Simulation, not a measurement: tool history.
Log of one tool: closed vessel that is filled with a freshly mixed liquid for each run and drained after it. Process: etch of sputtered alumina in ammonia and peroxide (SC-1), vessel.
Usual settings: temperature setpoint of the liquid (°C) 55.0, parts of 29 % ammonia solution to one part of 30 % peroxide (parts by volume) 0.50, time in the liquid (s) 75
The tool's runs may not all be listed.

run    hour  temperature setpoint of the liquid (°C)  parts of 29 % ammonia solution to one part of 30 % peroxide (parts by volume)  time in the liquid (s)  wafers since the last listed run  hours since the thermometer was replaced  hours since the ammonia flow meter was replaced  hours since the drum of ammonia solution was connected  hours since the gauge calibration  read-back film thickness of the sputtered alumina reference wafer, read on the same gauge (nm)  thickness taken off the sputtered alumina on a monitor wafer (angstrom)
  1     0.0                                     55.0                                                                           0.35                      75                                 0                                     903.7                                            553.7                                                    34.2                             1145.5                                                                                          150.02                                                                     80.5
  2    80.8                                     55.0                                                                           0.35                      75                              5470                                     984.5                                            634.5                                                   115.0                             1226.3                                                                                          149.96                                                                     80.8
  3   164.6                                     55.0                                                                           0.50                      75                              5673                                    1068.3                                            718.3                                                   198.8                             1310.1                                                                                          149.98                                                                     82.7
  4   217.2                                     55.0                                                                           0.50                      75                              3561                                    1120.9                                            770.9                                                   251.4                             1362.7                                                                                          150.00                                                                     82.7
  5   256.9                                     55.0                                                                           0.50                      75                              2687                                    1160.6                                            810.6                                                   291.1                             1402.4                                                                                          150.02                                                                     82.3
      262.8  -- ammonia flow meter replaced
      310.3  -- thermometer replaced
  6   310.8                                     55.0                                                                           0.50                      75                              3513                                       0.5                                             48.0                                                   345.0                             1456.3                                                                                          150.01                                                                     83.7
  7   392.5                                     55.0                                                                           0.50                      75                              5531                                      82.2                                            129.7                                                   426.7                             1538.0                                                                                          149.99                                                                     82.9
      400.0  -- new drum of ammonia solution connected
  8   439.9                                     55.0                                                                           0.50                      75                              3141                                     129.6                                            177.1                                                    39.9                             1585.4                                                                                          149.97                                                                     83.6
  9   505.5                                     55.0                                                                           0.50                      75                              4441                                     195.2                                            242.7                                                   105.5                             1651.0                                                                                          150.00                                                                     83.2
 10   603.0                                     58.5                                                                           0.60                      75                              6600                                     292.7                                            340.2                                                   203.0                             1748.5                                                                                          150.01                                                                    101.8
 11   673.0                                     55.0                                                                           0.50                      75                              4739                                     362.7                                            410.2                                                   273.0                             1818.5                                                                                          150.01                                                                     82.9
      749.8  -- gauge calibrated
 12   758.7                                     62.0                                                                           0.50                      75                              5801                                     448.4                                            495.9                                                   358.7                                8.9                                                                                          150.01                                                                    119.0
 13   808.4                                     50.5                                                                           0.60                      75                              3364                                     498.1                                            545.6                                                   408.4                               58.6                                                                                          149.99                                                                     65.8
 14   883.9                                     63.5                                                                           0.65                      75                              5111                                     573.6                                            621.1                                                   483.9                              134.1                                                                                          150.00                                                                    130.3
      932.2  -- new drum of ammonia solution connected
 15   936.6                                     59.0                                                                           0.40                      85                              3500                                     626.3                                            673.8                                                     4.4                              186.8                                                                                          149.97                                                                    113.7
 16  1005.3                                     47.5                                                                           0.65                      45                              4651                                     695.0                                            742.5                                                    73.1                              255.5                                                                                          149.99                                                                     33.8
 17  1103.5                                     55.0                                                                           0.50                      75                              6648                                     793.2                                            840.7                                                   171.3                              353.7                                                                                          150.00                                                                     82.7
     1170.3  -- ammonia flow meter replaced
 18  1188.1                                     58.0                                                                           0.70                     105                              5659                                     877.8                                             17.8                                                   255.9                              438.3                                                                                          150.00                                                                    141.0
 19  1228.2                                     55.0                                                                           0.50                      75                              2714                                     917.9                                             57.9                                                   296.0                              478.4                                                                                          150.00                                                                     83.1
 20  1321.5                                     55.0                                                                           0.50                      75                              6316                                    1011.2                                            151.2                                                   389.3                              571.7                                                                                          149.99                                                                     83.0
 21  1373.3                                     50.0                                                                           0.70                      90                              3506                                    1063.0                                            203.0                                                   441.1                              623.5                                                                                          149.98                                                                     78.0
 22  1412.5                                     55.0                                                                           0.50                      75                              2653                                    1102.2                                            242.2                                                   480.3                              662.7                                                                                          150.01                                                                     82.4
     1462.7  -- new drum of ammonia solution connected
 23  1503.4                                     55.0                                                                           0.50                      75                              6086                                    1193.1                                            333.1                                                    40.7                              753.6                                                                                          149.99                                                                     82.9
 24  1566.0                                     61.5                                                                           0.30                      75                              4238                                    1255.7                                            395.7                                                   103.3                              816.2                                                                                          150.01                                                                    111.4
 25  1649.1                                     55.0                                                                           0.60                     115                              5625                                    1338.8                                            478.8                                                   186.4                              899.3                                                                                          150.01                                                                    129.0
 26  1687.1                                     55.0                                                                           0.30                      50                              2572                                    1376.8                                            516.8                                                   224.4                              937.3                                                                                          150.00                                                                     52.6
     1705.4  -- thermometer replaced
 27  1768.9                                     55.0                                                                           0.35                      90                              5470                                      63.5                                            598.6                                                   306.2                             1019.1                                                                                          150.02                                                                     95.6

The tool's hidden state at each run:
liquid hotter than its thermometer reads (K): 0 in every run
gauge reads high (%): 0 in every run
H1: ammonia flow below the setpoint (%)
H2: ammonia solution weaker than its label (%)
run    H1     H2
  1  8.28  0.946
  2  9.38   2.64
  3  10.5    4.4
  4  11.2   5.51
  5  11.8   6.34
  6  2.23   7.47
  7  3.34   9.19
  8  3.99    1.5
  9  4.88   2.88
 10  6.21   4.92
 11  7.16   6.39
 12  8.33   8.19
 13  9.01   9.23
 14    10   10.8
 15  10.8   0.55
 16  11.7   1.99
 17    13   4.05
 18  2.84   5.83
 19  3.39   6.67
 20  4.66   8.63
 21  5.37   9.72
 22   5.9   10.5
 23  7.14   2.79
 24  7.99    4.1
 25  9.12   5.85
 26  9.64   6.65
 27  10.8   8.36

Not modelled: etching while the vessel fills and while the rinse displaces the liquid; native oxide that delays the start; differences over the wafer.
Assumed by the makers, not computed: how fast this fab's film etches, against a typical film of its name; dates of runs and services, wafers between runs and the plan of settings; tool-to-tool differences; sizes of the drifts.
